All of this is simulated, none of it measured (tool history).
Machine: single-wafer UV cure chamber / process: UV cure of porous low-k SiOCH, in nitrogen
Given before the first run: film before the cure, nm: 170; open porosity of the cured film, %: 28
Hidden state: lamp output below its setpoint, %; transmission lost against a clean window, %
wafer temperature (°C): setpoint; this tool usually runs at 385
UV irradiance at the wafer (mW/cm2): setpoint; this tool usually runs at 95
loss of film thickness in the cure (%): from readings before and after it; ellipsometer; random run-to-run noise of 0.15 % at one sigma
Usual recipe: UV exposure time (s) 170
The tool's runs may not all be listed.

run,hour,wafer temperature (°C),UV exposure time (s),UV irradiance at the wafer (mW/cm2),wafers since the last listed run,hours since the UV bulbs were replaced,wafers since the quartz window was cleaned,loss of film thickness in the cure (%)
1,0.0,385,170,95,0,766.9,4136,11.058
# hour 37.3: quartz window cleaned
2,87.9,385,170,120,485,854.8,307,12.694
3,135.8,385,195,95,290,902.7,598,12.281
4,238.0,385,170,95,620,1004.9,1218,11.534
5,278.9,385,170,95,248,1045.8,1467,11.521
6,319.2,385,170,95,244,1086.1,1712,11.303
7,367.3,385,170,95,292,1134.2,2004,11.535
8,441.3,385,170,95,449,1208.2,2453,11.174
9,496.8,385,170,95,337,1263.7,2790,11.138
# hour 522.9: UV bulbs replaced
10,537.4,385,170,95,198,14.5,2988,11.287
11,590.9,385,170,95,324,68.0,3313,11.293
12,678.1,385,170,95,529,155.2,3843,11.040
13,751.2,385,170,130,443,228.3,4287,12.354
14,790.0,395,170,95,235,267.1,4523,11.144
# hour 821.3: quartz window cleaned
15,974.7,366,135,59,1073,451.8,931,6.728
16,1027.5,373,170,95,320,504.6,1252,9.794
# hour 1086.4: quartz window cleaned, repeated, since the last time left the tool worse
17,1130.2,385,170,60,575,607.3,266,9.552

Run 18, settings as shown, results not yet in. Your forecast:
18,1180.0,368,170,85,302,657.1,568,?

loss of film thickness in the cure (%): 10.888
The same run, on a tool lacking any hidden state, would have yielded loss of film thickness in the cure (%) 10.936.
